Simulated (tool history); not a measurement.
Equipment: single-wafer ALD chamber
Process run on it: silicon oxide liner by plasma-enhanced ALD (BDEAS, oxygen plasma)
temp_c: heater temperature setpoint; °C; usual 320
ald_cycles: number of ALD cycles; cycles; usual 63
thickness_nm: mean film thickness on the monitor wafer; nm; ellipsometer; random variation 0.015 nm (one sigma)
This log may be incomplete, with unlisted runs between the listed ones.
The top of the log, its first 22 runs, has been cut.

run,hour,temp_c,ald_cycles,wafers since the last listed run,hours since the last thermocouple change,hours since the gauge calibration,"read-back reference wafer on the same gauge, thickness_nm",thickness_nm
23,575.7,309,57,95,257.6,203.4,5.255,5.339
24,592.3,324,67,115,274.2,220,5.25,6.181
25,625.1,320,63,228,307,252.8,5.24,5.855
26,649.9,308,59,172,331.8,277.6,5.236,5.544
27,685.1,320,63,245,367,312.8,5.231,5.825
28,714.2,320,63,202,396.1,341.9,5.222,5.826
29,739.7,327,57,177,421.6,367.4,5.218,5.212
30,765.8,320,63,181,447.7,393.5,5.213,5.808
31,779.9,314,67,98,461.8,407.6,5.209,6.23
32,801.4,334,73,149,483.3,429.1,5.213,6.617
33,839,330,72,261,520.9,466.7,5.204,6.546
34,855.8,320,63,117,537.7,483.5,5.202,5.813

Forecast each of these 4 alternatives for the next run:
A,856.3,320,63,3,538.2,484,?,?
B,856.3,330,70,3,538.2,484,?,?
C,856.3,329,68,3,538.2,484,?,?
D,856.3,329,53,3,538.2,484,?,?

run,"read-back reference wafer on the same gauge, thickness_nm",thickness_nm
A,5.211,5.825
B,5.211,6.387
C,5.211,6.212
D,5.211,4.842
Take away the tool's hidden state, keep each run's random variation, and the runs would have read:
run,thickness_nm
A,5.989
B,6.566
C,6.387
D,4.978
